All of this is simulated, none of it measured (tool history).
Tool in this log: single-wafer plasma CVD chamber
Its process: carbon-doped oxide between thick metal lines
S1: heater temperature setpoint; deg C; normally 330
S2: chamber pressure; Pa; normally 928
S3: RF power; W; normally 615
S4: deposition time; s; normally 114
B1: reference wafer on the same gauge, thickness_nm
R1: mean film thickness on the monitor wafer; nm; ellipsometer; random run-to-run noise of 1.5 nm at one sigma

run     day   S1    S2   S3   S4       B1       R1
  1   0.000  330   996  615  120  609.147  682.087
      0.846  -- thermocouple changed; heater temperature recalibrated
  2   1.567  330   928  615  114  608.923  656.431
      3.167  -- capacitance manometer re-zeroed and calibrated
  3   3.188  330   979  615  114  609.050  654.924
  4   5.100  330   979  615  114  609.052  653.666
  5   7.996  339   928  590  114  609.138  610.965
  6  10.354  339   928  590  114  609.230  609.756
  7  11.608  339   928  590  114  608.992  608.609
  8  13.350  330   835  615  114  609.200  639.961
  9  14.867  330   835  615  114  609.045  638.315
 10  16.071  330   928  615  114  609.125  646.662
     17.379  -- RF generator calibrated
 11  18.829  330   928  615  114  609.309  656.436
 12  21.296  326   855  615  122  609.150  706.890
     22.362  -- showerhead replaced
 13  22.488  344   928  550  130  609.070  659.172
 14  24.558  317  1001  615  137  608.772  832.865
     24.721  -- gauge calibrated
 15  25.708  330   928  615  131  608.993  753.905
 16  27.038  330   928  615  114  608.851  654.500
 17  29.088  319   805  615  114  608.913  666.205
 18  31.229  330   835  615  114  608.871  645.645
 19  32.633  330   711  615  114  609.002  626.626
 20  34.742  318   928  515   96  608.839  497.994
 21  35.842  340  1136  705  114  608.897  709.613

Run 22, settings as shown, results not yet in. Your forecast:
 22  37.154  330  1017  650  128   ?   ?

{"run 22": {"B1": 609.325, "R1": 766.407}}
Had the tool carried no hidden state, the very same run would have given R1 791.574 nm.
